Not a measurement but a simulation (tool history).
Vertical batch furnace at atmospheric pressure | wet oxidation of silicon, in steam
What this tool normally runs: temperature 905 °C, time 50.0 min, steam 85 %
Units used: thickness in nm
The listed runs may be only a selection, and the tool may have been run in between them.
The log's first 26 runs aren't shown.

run   hour  temperature  time  steam  wafers since the last listed run  hours since the last temperature calibration  hours since the steam generator was serviced  hours since the gauge calibration  read-back reference wafer on the same gauge, thickness  thickness
 27  676.5          905  50.0     85                               618                                          49.0                                        1520.5                              276.2                                                  144.58     135.37
     711.3  -- steam generator serviced
 28  712.3          905  36.5     85                               253                                          84.8                                           1.0                              312.0                                                  145.21     101.36
 29  743.3          914  43.0     85                               666                                         115.8                                          32.0                              343.0                                                  144.78     131.99
 30  776.0          928  50.0     97                               702                                         148.5                                          64.7                              375.7                                                  144.92     199.66
 31  794.7          905  50.0     85                               401                                         167.2                                          83.4                              394.4                                                  144.87     134.17
 32  813.7          885  50.0     85                               408                                         186.2                                         102.4                              413.4                                                  145.31      98.46
 33  848.3          905  27.5     85                               743                                         220.8                                         137.0                              448.0                                                  145.24      77.51
 34  875.2          905  73.5     94                               577                                         247.7                                         163.9                              474.9                                                  145.00     208.72
 35  905.1          913  50.0     85                               642                                         277.6                                         193.8                              504.8                                                  144.82     149.81
 36  936.0          890  70.0     75                               663                                         308.5                                         224.7                              535.7                                                  144.89     130.60
 37  960.8          905  63.0     78                               532                                         333.3                                         249.5                              560.5                                                  144.95     153.56
 38  995.6          886  50.0     85                               747                                         368.1                                         284.3                              595.3                                                  145.12     100.59

Run 39 is up next; what results do you expect?
 39  1009.1          905  50.0     85                               290                                         381.6                                         297.8                              608.8                                                       ?          ?

{"run 39": {"read-back reference wafer on the same gauge, thickness": 145.13, "thickness": 135.28}}
With the hidden condition absent and the run-to-run variation left alone, this run would have shown thickness 133.63 nm.

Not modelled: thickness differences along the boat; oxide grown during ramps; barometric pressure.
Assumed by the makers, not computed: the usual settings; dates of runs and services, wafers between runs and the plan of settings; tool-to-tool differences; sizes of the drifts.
